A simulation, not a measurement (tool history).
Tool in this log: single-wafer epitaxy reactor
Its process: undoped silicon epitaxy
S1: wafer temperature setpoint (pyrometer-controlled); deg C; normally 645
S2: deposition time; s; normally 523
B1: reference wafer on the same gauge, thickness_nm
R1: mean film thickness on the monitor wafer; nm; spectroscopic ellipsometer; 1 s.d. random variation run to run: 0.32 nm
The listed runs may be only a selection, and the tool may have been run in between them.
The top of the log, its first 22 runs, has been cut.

{"run": 23, "day": 53.521, "S1": 645, "S2": 523, "B1": 79.705, "R1": 71.979}
{"run": 24, "day": 55.408, "S1": 635, "S2": 462, "B1": 79.608, "R1": 52.576}
{"day": 57.888, "done": "pyrometer calibrated"}
{"run": 25, "day": 57.992, "S1": 645, "S2": 523, "B1": 79.53, "R1": 74.71}
{"run": 26, "day": 60.5, "S1": 645, "S2": 493, "B1": 79.75, "R1": 70.348}
{"run": 27, "day": 62.825, "S1": 637, "S2": 493, "B1": 79.782, "R1": 60.526}
{"run": 28, "day": 64.217, "S1": 650, "S2": 551, "B1": 79.627, "R1": 86.374}
{"run": 29, "day": 70.742, "S1": 645, "S2": 496, "B1": 79.537, "R1": 69.729}
{"run": 30, "day": 71.842, "S1": 645, "S2": 523, "B1": 79.597, "R1": 74.189}
{"run": 31, "day": 73.725, "S1": 639, "S2": 551, "B1": 79.724, "R1": 69.495}
{"run": 32, "day": 74.954, "S1": 645, "S2": 523, "B1": 79.515, "R1": 73.335}
{"run": 33, "day": 77.433, "S1": 652, "S2": 559, "B1": 79.782, "R1": 90.51}
{"run": 34, "day": 79.088, "S1": 645, "S2": 523, "B1": 79.743, "R1": 73.787}
{"run": 35, "day": 80.783, "S1": 635, "S2": 625, "B1": 79.739, "R1": 72.151}
{"run": 36, "day": 83.154, "S1": 652, "S2": 452, "B1": 79.583, "R1": 72.543}
{"run": 37, "day": 84.221, "S1": 645, "S2": 523, "B1": 79.573, "R1": 73.233}

3 options for the next run, each taken on its own from the tool as it stands now. Forecast them:
{"run": "A", "day": 84.242, "S1": 645, "S2": 523, "B1": "?", "R1": "?"}
{"run": "B", "day": 84.242, "S1": 645, "S2": 575, "B1": "?", "R1": "?"}
{"run": "C", "day": 84.242, "S1": 660, "S2": 602, "B1": "?", "R1": "?"}

run=A B1=79.661 R1=73.177
run=B B1=79.661 R1=80.453
run=C B1=79.661 R1=112.267
With no hidden state in the tool, these same runs would have given:
run=A R1=75.027
run=B R1=82.487
run=C R1=115.025

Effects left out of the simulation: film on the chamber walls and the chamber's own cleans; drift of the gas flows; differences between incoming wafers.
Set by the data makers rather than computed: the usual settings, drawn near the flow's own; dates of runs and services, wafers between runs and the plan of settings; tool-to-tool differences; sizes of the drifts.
